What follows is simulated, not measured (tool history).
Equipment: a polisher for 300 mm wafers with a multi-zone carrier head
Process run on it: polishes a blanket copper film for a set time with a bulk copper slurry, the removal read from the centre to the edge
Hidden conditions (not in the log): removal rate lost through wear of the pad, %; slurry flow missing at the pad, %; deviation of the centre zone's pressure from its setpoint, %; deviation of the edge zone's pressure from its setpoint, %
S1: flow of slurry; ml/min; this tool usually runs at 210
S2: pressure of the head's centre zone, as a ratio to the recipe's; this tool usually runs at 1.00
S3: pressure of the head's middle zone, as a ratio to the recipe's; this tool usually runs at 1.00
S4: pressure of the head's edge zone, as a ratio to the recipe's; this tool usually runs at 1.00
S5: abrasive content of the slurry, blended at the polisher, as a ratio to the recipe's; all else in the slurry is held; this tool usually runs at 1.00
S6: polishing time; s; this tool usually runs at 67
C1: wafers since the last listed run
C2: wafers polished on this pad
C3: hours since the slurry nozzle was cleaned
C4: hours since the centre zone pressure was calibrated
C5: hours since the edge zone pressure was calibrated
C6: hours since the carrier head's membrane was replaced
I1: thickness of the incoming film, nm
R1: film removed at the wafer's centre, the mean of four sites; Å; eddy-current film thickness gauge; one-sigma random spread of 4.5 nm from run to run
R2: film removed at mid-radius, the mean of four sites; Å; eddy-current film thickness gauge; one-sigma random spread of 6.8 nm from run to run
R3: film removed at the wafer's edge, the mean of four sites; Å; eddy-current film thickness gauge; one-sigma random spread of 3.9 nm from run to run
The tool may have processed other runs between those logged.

{"run": 1, "hour": 0.0, "S1": 210, "S2": 1.0, "S3": 1.0, "S4": 1.0, "S5": 1.0, "S6": 67, "C1": 0, "C2": 441, "C3": 208.5, "C4": 452.6, "C5": 973.8, "C6": 1232.1, "I1": 1925.3, "R1": 4809, "R2": 4707, "R3": 4927}
{"run": 2, "hour": 32.5, "S1": 210, "S2": 1.0, "S3": 1.0, "S4": 1.0, "S5": 1.0, "S6": 67, "C1": 248, "C2": 690, "C3": 241.0, "C4": 485.1, "C5": 1006.3, "C6": 1264.6, "I1": 1979.4, "R1": 4772, "R2": 4717, "R3": 4939}
{"run": 3, "hour": 64.5, "S1": 210, "S2": 1.0, "S3": 1.0, "S4": 1.0, "S5": 1.0, "S6": 67, "C1": 245, "C2": 935, "C3": 273.0, "C4": 517.1, "C5": 1038.3, "C6": 1296.6, "I1": 1980.9, "R1": 4763, "R2": 4622, "R3": 4870}
{"run": 4, "hour": 89.1, "S1": 210, "S2": 1.0, "S3": 1.0, "S4": 1.0, "S5": 1.0, "S6": 67, "C1": 188, "C2": 1123, "C3": 297.6, "C4": 541.7, "C5": 1062.9, "C6": 1321.2, "I1": 1978.8, "R1": 4703, "R2": 4657, "R3": 4851}
{"run": 5, "hour": 121.4, "S1": 175, "S2": 0.93, "S3": 1.0, "S4": 1.0, "S5": 1.0, "S6": 67, "C1": 247, "C2": 1370, "C3": 329.9, "C4": 574.0, "C5": 1095.2, "C6": 1353.5, "I1": 1960.8, "R1": 4264, "R2": 4447, "R3": 4805}
{"hour": 125.9, "done": "worn pad replaced by a new one"}
{"run": 6, "hour": 150.2, "S1": 175, "S2": 0.93, "S3": 1.0, "S4": 1.0, "S5": 1.0, "S6": 67, "C1": 189, "C2": 186, "C3": 358.7, "C4": 602.8, "C5": 1124.0, "C6": 1382.3, "I1": 2008.9, "R1": 4232, "R2": 4492, "R3": 4796}
{"run": 7, "hour": 162.4, "S1": 175, "S2": 0.93, "S3": 1.0, "S4": 1.0, "S5": 1.0, "S6": 67, "C1": 93, "C2": 279, "C3": 370.9, "C4": 615.0, "C5": 1136.2, "C6": 1394.5, "I1": 1968.7, "R1": 4302, "R2": 4480, "R3": 4742}
{"run": 8, "hour": 179.6, "S1": 210, "S2": 1.0, "S3": 1.0, "S4": 1.0, "S5": 1.0, "S6": 73, "C1": 131, "C2": 411, "C3": 388.1, "C4": 632.2, "C5": 1153.4, "C6": 1411.7, "I1": 2006.3, "R1": 5003, "R2": 4928, "R3": 5285}
{"run": 9, "hour": 209.0, "S1": 210, "S2": 1.0, "S3": 1.04, "S4": 1.0, "S5": 1.0, "S6": 67, "C1": 225, "C2": 636, "C3": 417.5, "C4": 661.6, "C5": 1182.8, "C6": 1441.1, "I1": 1994.9, "R1": 4580, "R2": 4738, "R3": 4832}
{"hour": 222.3, "done": "centre zone pressure recalibrated"}
{"hour": 229.5, "done": "slurry nozzle cleaned"}
{"hour": 235.5, "done": "edge zone pressure recalibrated"}
{"hour": 266.3, "done": "carrier head's membrane replaced by a new one"}
{"hour": 295.3, "done": "worn pad replaced by a new one"}
{"run": 10, "hour": 315.2, "S1": 210, "S2": 1.0, "S3": 1.04, "S4": 1.0, "S5": 1.0, "S6": 67, "C1": 706, "C2": 152, "C3": 85.7, "C4": 92.9, "C5": 79.7, "C6": 48.9, "I1": 1980.5, "R1": 4798, "R2": 5061, "R3": 4885}
{"run": 11, "hour": 347.3, "S1": 165, "S2": 1.0, "S3": 1.0, "S4": 1.0, "S5": 1.0, "S6": 88, "C1": 245, "C2": 398, "C3": 117.8, "C4": 125.0, "C5": 111.8, "C6": 81.0, "I1": 1967.8, "R1": 6050, "R2": 6116, "R3": 6317}
{"run": 12, "hour": 366.0, "S1": 210, "S2": 1.0, "S3": 1.0, "S4": 1.0, "S5": 1.0, "S6": 67, "C1": 143, "C2": 541, "C3": 136.5, "C4": 143.7, "C5": 130.5, "C6": 99.7, "I1": 1987.9, "R1": 4854, "R2": 4791, "R3": 4903}
{"run": 13, "hour": 388.2, "S1": 210, "S2": 1.11, "S3": 0.96, "S4": 0.91, "S5": 1.0, "S6": 83, "C1": 170, "C2": 711, "C3": 158.7, "C4": 165.9, "C5": 152.7, "C6": 121.9, "I1": 1969.4, "R1": 6522, "R2": 5608, "R3": 5903}
{"run": 14, "hour": 402.4, "S1": 245, "S2": 1.0, "S3": 1.0, "S4": 1.05, "S5": 1.15, "S6": 54, "C1": 108, "C2": 819, "C3": 172.9, "C4": 180.1, "C5": 166.9, "C6": 136.1, "I1": 1950.9, "R1": 4061, "R2": 3887, "R3": 4168}
{"run": 15, "hour": 427.6, "S1": 155, "S2": 1.0, "S3": 1.0, "S4": 1.0, "S5": 1.0, "S6": 67, "C1": 192, "C2": 1012, "C3": 198.1, "C4": 205.3, "C5": 192.1, "C6": 161.3, "I1": 1939.5, "R1": 4537, "R2": 4562, "R3": 4817}
{"run": 16, "hour": 439.6, "S1": 210, "S2": 1.0, "S3": 1.05, "S4": 1.11, "S5": 1.2, "S6": 67, "C1": 91, "C2": 1104, "C3": 210.1, "C4": 217.3, "C5": 204.1, "C6": 173.3, "I1": 1991.4, "R1": 4902, "R2": 5026, "R3": 5194}
{"run": 17, "hour": 459.7, "S1": 210, "S2": 1.0, "S3": 1.06, "S4": 0.96, "S5": 1.0, "S6": 79, "C1": 153, "C2": 1258, "C3": 230.2, "C4": 237.4, "C5": 224.2, "C6": 193.4, "I1": 1954.3, "R1": 5663, "R2": 5938, "R3": 5726}

Hidden condition of the tool, last listed run before each entry between runs versus first listed run after:
After run 5, before run 6: worn pad replaced by a new one (hour 125.9)
  slurry flow missing at the pad, %: 20.9 -> 24.3
  measured less the result without the state, R1: -166 -> -200 Å; R2: -153 -> -188 Å; R3: -120 -> -145 Å
After run 9, before run 10: centre zone pressure recalibrated (hour 222.3); slurry nozzle cleaned (hour 229.5); edge zone pressure recalibrated (hour 235.5); carrier head's membrane replaced by a new one (hour 266.3); worn pad replaced by a new one (hour 295.3)
  slurry flow missing at the pad, %: 32.2 -> 5.55
  measured less the result without the state, R1: -269 -> -36 Å; R2: -248 -> -34 Å; R3: -184 -> -24 Å
